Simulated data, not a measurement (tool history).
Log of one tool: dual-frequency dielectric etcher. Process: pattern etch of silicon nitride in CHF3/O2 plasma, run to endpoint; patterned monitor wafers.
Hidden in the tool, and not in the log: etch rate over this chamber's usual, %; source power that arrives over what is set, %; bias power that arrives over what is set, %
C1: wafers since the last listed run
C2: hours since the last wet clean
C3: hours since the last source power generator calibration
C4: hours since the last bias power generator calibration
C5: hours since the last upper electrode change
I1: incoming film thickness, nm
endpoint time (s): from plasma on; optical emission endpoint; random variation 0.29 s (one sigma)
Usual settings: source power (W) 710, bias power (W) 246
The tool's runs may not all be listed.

Run 1, hour 0: usual settings but source power (W) 800; C1 0; C2 173; C3 2762.2; C4 3243.8; C5 1625.9; I1 105.7. Result: endpoint time (s) 57.6.
Run 2, hour 24.4: usual settings but source power (W) 670, bias power (W) 232; C1 262; C2 197.4; C3 2786.6; C4 3268.2; C5 1650.3; I1 104.4. Result: endpoint time (s) 62.2.
Run 3, hour 48.4: usual settings but bias power (W) 211; C1 258; C2 221.4; C3 2810.6; C4 3292.2; C5 1674.3; I1 105.1. Result: endpoint time (s) 62.8.
Run 4, hour 81.7: usual settings; C1 358; C2 254.7; C3 2843.9; C4 3325.5; C5 1707.6; I1 104.7. Result: endpoint time (s) 59.6.
Run 5, hour 97.6: usual settings; C1 170; C2 270.6; C3 2859.8; C4 3341.4; C5 1723.5; I1 104.3. Result: endpoint time (s) 58.6.
Run 6, hour 114.4: usual settings but source power (W) 790; C1 180; C2 287.4; C3 2876.6; C4 3358.2; C5 1740.3; I1 104.5. Result: endpoint time (s) 57.1.
At hour 178.1: bias power generator calibrated.
Run 7, hour 188.8: usual settings but source power (W) 790; C1 756; C2 361.8; C3 2951; C4 10.7; C5 1814.7; I1 104.7. Result: endpoint time (s) 55.9.
At hour 247.1: upper electrode replaced.
Run 8, hour 247.6: usual settings but source power (W) 790; C1 374; C2 420.6; C3 3009.8; C4 69.5; C5 0.5; I1 105. Result: endpoint time (s) 56.2.
Run 9, hour 254.3: usual settings; C1 72; C2 427.3; C3 3016.5; C4 76.2; C5 7.2; I1 104.2. Result: endpoint time (s) 58.3.
At hour 288.8: wet clean of the chamber.
Run 10, hour 289.3: usual settings; C1 118; C2 0.5; C3 3051.5; C4 111.2; C5 42.2; I1 103.7. Result: endpoint time (s) 60.7.
Run 11, hour 298.4: usual settings; C1 97; C2 9.6; C3 3060.6; C4 120.3; C5 51.3; I1 103.4. Result: endpoint time (s) 59.4.
Run 12, hour 322.4: usual settings but source power (W) 870, bias power (W) 302; C1 258; C2 33.6; C3 3084.6; C4 144.3; C5 75.3; I1 104.6. Result: endpoint time (s) 52.3.
Run 13, hour 358.2: usual settings but bias power (W) 212; C1 384; C2 69.4; C3 3120.4; C4 180.1; C5 111.1; I1 103.7. Result: endpoint time (s) 62.8.
Run 14, hour 381.8: usual settings but source power (W) 670, bias power (W) 232; C1 253; C2 93; C3 3144; C4 203.7; C5 134.7; I1 105.5. Result: endpoint time (s) 63.
Run 15, hour 410: usual settings but source power (W) 770, bias power (W) 289; C1 303; C2 121.2; C3 3172.2; C4 231.9; C5 162.9; I1 104.5. Result: endpoint time (s) 55.
At hour 416.9: source power generator calibrated.
Run 16, hour 441: usual settings; C1 290; C2 152.2; C3 24.1; C4 262.9; C5 193.9; I1 104.5. Result: endpoint time (s) 59.9.
Run 17, hour 455: usual settings but source power (W) 580; C1 150; C2 166.2; C3 38.1; C4 276.9; C5 207.9; I1 105.5. Result: endpoint time (s) 65.3.
Run 18, hour 486.6: usual settings but source power (W) 660, bias power (W) 287; C1 339; C2 197.8; C3 69.7; C4 308.5; C5 239.5; I1 104. Result: endpoint time (s) 58.3.
Run 19, hour 502.8: usual settings but source power (W) 630, bias power (W) 282; C1 174; C2 214; C3 85.9; C4 324.7; C5 255.7; I1 105.3. Result: endpoint time (s) 60.6.
Run 20, hour 526.5: usual settings but source power (W) 780, bias power (W) 276; C1 254; C2 237.7; C3 109.6; C4 348.4; C5 279.4; I1 106. Result: endpoint time (s) 56.7.
Run 21, hour 559.7: usual settings but source power (W) 540, bias power (W) 215; C1 356; C2 270.9; C3 142.8; C4 381.6; C5 312.6; I1 104.6. Result: endpoint time (s) 69.3.

Forecast each of these 3 alternatives for the next run:
Run A, hour 560.1: usual settings but bias power (W) 289; C1 4; C2 271.3; C3 143.2; C4 382; C5 313; I1 105.3. Result: endpoint time (s) ?.
Run B, hour 560.1: usual settings but source power (W) 840, bias power (W) 303; C1 4; C2 271.3; C3 143.2; C4 382; C5 313; I1 105.3. Result: endpoint time (s) ?.
Run C, hour 560.1: usual settings but source power (W) 830, bias power (W) 272; C1 4; C2 271.3; C3 143.2; C4 382; C5 313; I1 105.3. Result: endpoint time (s) ?.

run  endpoint time (s)
  A               56.8
  B               52.4
  C               54.3
Without the tool's hidden state the same runs would have given:
run  endpoint time (s)
  A               57.8
  B               53.2
  C               55.2

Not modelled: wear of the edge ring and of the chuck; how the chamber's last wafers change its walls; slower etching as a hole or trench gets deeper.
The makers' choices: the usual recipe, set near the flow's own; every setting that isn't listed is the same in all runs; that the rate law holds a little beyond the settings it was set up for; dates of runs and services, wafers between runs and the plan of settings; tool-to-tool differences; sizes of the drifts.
